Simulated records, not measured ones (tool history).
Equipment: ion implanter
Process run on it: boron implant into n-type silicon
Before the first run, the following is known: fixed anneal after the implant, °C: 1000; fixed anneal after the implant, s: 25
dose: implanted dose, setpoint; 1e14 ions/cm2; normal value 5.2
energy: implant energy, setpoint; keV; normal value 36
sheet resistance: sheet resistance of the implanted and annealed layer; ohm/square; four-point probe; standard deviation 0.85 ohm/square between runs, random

run,day,dose,energy,"read-back reference wafer on the same gauge, sheet resistance",sheet resistance
1,0,5.2,36,231.31,199.53
2,4.683,5.2,36,231.26,198.59
3,9.1,5.2,36,230.84,196.67
4,11.417,5.2,36,230.74,197.62
5,15.246,5.2,36,230.72,196.09
6,19.067,5.2,36,231.2,195.57
# day 20.812: Faraday cup replaced and dose calibrated
7,21.917,5.2,36,230.7,202.4
8,24.5,5.2,36,230.96,202.41
9,27.575,5.2,36,231.07,201.1
10,30.792,5.2,36,231.02,201.05
11,35.046,5.2,30,230.64,204.67
12,39.279,5.2,30,230.84,204.84
# day 40.554: gauge calibrated
13,41.704,5.2,30,230.96,205.29
14,43.304,5.99,39,231.06,178.7
15,46.058,5.2,36,231.14,201.34
16,50.112,5.2,32,230.93,204.36
17,62.512,5.2,24,230.78,204.29
18,72.8,6.08,36,230.99,171.74
# day 75.275: extraction supply calibrated
19,76.775,6.14,36,230.87,169.63
# day 77.142: Faraday cup replaced and dose calibrated
20,79.212,4.34,32.5,230.8,237.45
21,81.242,3.73,36,230.91,264.08
22,83.342,5.2,36,230.91,201.51
23,86.217,5.94,46,231.1,178.15
24,90.383,6,26.5,230.82,184.49
# day 99.138: gauge calibrated
25,102.592,3.76,26,231.19,268.16
26,105.271,6.35,27,230.89,173.93
27,109.671,5.2,43.5,230.82,196.76
28,112.717,5.91,46,231.26,175.98
29,117.175,5.2,36,231.29,198.48

Results per run with the tool's hidden condition removed, run-to-run variation unchanged:
Unlogged tool condition in this case: deviation of the true dose from the Faraday cup's reading, %; deviation of the true energy from its setpoint, %; gauge reads high (%).
run,sheet resistance
1,202.73
2,202.71
3,201.75
4,203.29
5,202.71
6,203.25
7,202.26
8,202.31
9,201.09
10,201.21
11,205.15
12,205.75
13,206.5
14,179.94
15,203.14
16,206.87
17,209.56
18,178.66
19,177.57
20,237.36
21,264.03
22,201.53
23,178.29
24,184.9
25,270.61
26,175.99
27,199.79
28,179.22
29,203.19
